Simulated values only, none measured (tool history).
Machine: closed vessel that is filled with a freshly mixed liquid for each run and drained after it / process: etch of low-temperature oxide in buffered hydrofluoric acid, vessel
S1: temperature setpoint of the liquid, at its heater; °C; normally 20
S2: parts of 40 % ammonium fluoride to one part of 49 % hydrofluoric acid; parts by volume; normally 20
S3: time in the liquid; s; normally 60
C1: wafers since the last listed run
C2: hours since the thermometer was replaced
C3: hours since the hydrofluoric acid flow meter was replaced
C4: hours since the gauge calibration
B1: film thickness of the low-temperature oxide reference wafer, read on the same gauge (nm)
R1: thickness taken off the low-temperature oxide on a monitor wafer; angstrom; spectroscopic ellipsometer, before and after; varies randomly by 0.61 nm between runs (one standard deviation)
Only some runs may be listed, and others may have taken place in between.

Run 1, hour 0: usual settings; C1 0; C2 1055.7; C3 9.6; C4 648.1; B1 129.97. Result: R1 820.3 angstrom.
Run 2, hour 22.1: usual settings; C1 1491; C2 1077.8; C3 31.7; C4 670.2; B1 129.99. Result: R1 813.3 angstrom.
Run 3, hour 50.6: usual settings; C1 1923; C2 1106.3; C3 60.2; C4 698.7; B1 129.98. Result: R1 823.6 angstrom.
Run 4, hour 65.5: usual settings; C1 1005; C2 1121.2; C3 75.1; C4 713.6; B1 130.02. Result: R1 840.3 angstrom.
Run 5, hour 98.3: usual settings; C1 2214; C2 1154; C3 107.9; C4 746.4; B1 130.01. Result: R1 830.1 angstrom.
At hour 123.1: thermometer replaced.
Run 6, hour 127.2: usual settings; C1 1883; C2 4.1; C3 136.8; C4 775.3; B1 130.01. Result: R1 841.1 angstrom.
Run 7, hour 140.3: usual settings; C1 884; C2 17.2; C3 149.9; C4 788.4; B1 130. Result: R1 835.4 angstrom.
Run 8, hour 166.6: usual settings; C1 1775; C2 43.5; C3 176.2; C4 814.7; B1 130. Result: R1 837.2 angstrom.
Run 9, hour 187.1: usual settings; C1 1383; C2 64; C3 196.7; C4 835.2; B1 130.01. Result: R1 825 angstrom.
Run 10, hour 214.6: usual settings but S3 75 s; C1 1856; C2 91.5; C3 224.2; C4 862.7; B1 130.02. Result: R1 1040.4 angstrom.
Run 11, hour 244.5: usual settings but S1 24.5 °C, S2 12.5 parts by volume, S3 90 s; C1 2018; C2 121.4; C3 254.1; C4 892.6; B1 130. Result: R1 2557.2 angstrom.
Run 12, hour 268.8: usual settings; C1 1640; C2 145.7; C3 278.4; C4 916.9; B1 130.03. Result: R1 840.6 angstrom.
Run 13, hour 283.6: usual settings; C1 999; C2 160.5; C3 293.2; C4 931.7; B1 129.99. Result: R1 843.8 angstrom.
Run 14, hour 308.5: usual settings but S2 15.5 parts by volume, S3 35 s; C1 1680; C2 185.4; C3 318.1; C4 956.6; B1 130. Result: R1 630.1 angstrom.
Run 15, hour 335.7: usual settings but S1 17 °C, S2 12 parts by volume, S3 30 s; C1 1836; C2 212.6; C3 345.3; C4 983.8; B1 130.02. Result: R1 587.2 angstrom.
Run 16, hour 369: usual settings but S1 17 °C, S2 12.5 parts by volume, S3 50 s; C1 2248; C2 245.9; C3 378.6; C4 1017.1; B1 129.99. Result: R1 948.8 angstrom.
Run 17, hour 385.8: usual settings but S1 17.5 °C, S2 13 parts by volume; C1 1134; C2 262.7; C3 395.4; C4 1033.9; B1 130.02. Result: R1 1108.7 angstrom.
Run 18, hour 406.2: usual settings but S1 18.5 °C, S2 14.5 parts by volume; C1 1377; C2 283.1; C3 415.8; C4 1054.3; B1 129.99. Result: R1 1077.1 angstrom.
Run 19, hour 434: usual settings but S1 17.5 °C, S2 22 parts by volume; C1 1876; C2 310.9; C3 443.6; C4 1082.1; B1 130. Result: R1 682.9 angstrom.
Run 20, hour 455.5: usual settings; C1 1451; C2 332.4; C3 465.1; C4 1103.6; B1 129.98. Result: R1 852.9 angstrom.
At hour 466.9: gauge calibrated.
At hour 486.2: hydrofluoric acid flow meter replaced.
Run 21, hour 487.3: usual settings but S3 40 s; C1 2079; C2 364.2; C3 1.1; C4 20.4; B1 129.99. Result: R1 546.4 angstrom.
Run 22, hour 518.3: usual settings but S1 17 °C, S2 24 parts by volume; C1 2092; C2 395.2; C3 32.1; C4 51.4; B1 129.99. Result: R1 610.2 angstrom.
Run 23, hour 533.9: usual settings; C1 1053; C2 410.8; C3 47.7; C4 67; B1 129.97. Result: R1 820.8 angstrom.
Run 24, hour 562.9: usual settings but S2 25 parts by volume; C1 1957; C2 439.8; C3 76.7; C4 96; B1 129.98. Result: R1 710.9 angstrom.
Run 25, hour 582.5: usual settings; C1 1323; C2 459.4; C3 96.3; C4 115.6; B1 130. Result: R1 830.6 angstrom.
Run 26, hour 606.3: usual settings but S3 90 s; C1 1606; C2 483.2; C3 120.1; C4 139.4; B1 129.97. Result: R1 1250.2 angstrom.
Run 27, hour 637.8: usual settings but S3 45 s; C1 2126; C2 514.7; C3 151.6; C4 170.9; B1 130.01. Result: R1 618.2 angstrom.
Run 28, hour 664.3: usual settings but S1 25 °C, S2 24.5 parts by volume, S3 45 s; C1 1788; C2 541.2; C3 178.1; C4 197.4; B1 130. Result: R1 706.5 angstrom.
Run 29, hour 682.3: usual settings; C1 1215; C2 559.2; C3 196.1; C4 215.4; B1 130. Result: R1 830.8 angstrom.
Run 30, hour 713.1: usual settings but S1 18.5 °C; C1 2079; C2 590; C3 226.9; C4 246.2; B1 130.02. Result: R1 758.9 angstrom.
Run 31, hour 743.7: usual settings but S1 23 °C, S2 27.5 parts by volume, S3 40 s; C1 2065; C2 620.6; C3 257.5; C4 276.8; B1 129.97. Result: R1 525.8 angstrom.

Branching from run 31: 5 alternative next runs. What would each branch give?
Run A, hour 744.4: usual settings; C1 47; C2 621.3; C3 258.2; C4 277.5; B1 ?. Result: R1 ?.
Run B, hour 744.4: usual settings but S2 24 parts by volume; C1 47; C2 621.3; C3 258.2; C4 277.5; B1 ?. Result: R1 ?.
Run C, hour 744.4: usual settings but S2 16 parts by volume, S3 45 s; C1 47; C2 621.3; C3 258.2; C4 277.5; B1 ?. Result: R1 ?.
Run D, hour 744.4: usual settings but S1 21.5 °C; C1 47; C2 621.3; C3 258.2; C4 277.5; B1 ?. Result: R1 ?.
Run E, hour 744.4: usual settings but S1 18 °C, S2 15 parts by volume, S3 95 s; C1 47; C2 621.3; C3 258.2; C4 277.5; B1 ?. Result: R1 ?.

run      B1      R1
  A  130.03   836.3
  B  130.03   733.3
  C  130.03   781.7
  D  130.03   909.4
  E  130.03  1570.8
What these runs would have given with no unlogged condition in the tool:
run      R1
  A   820.8
  B   723.8
  C   767.3
  D   892.6
  E  1541.8
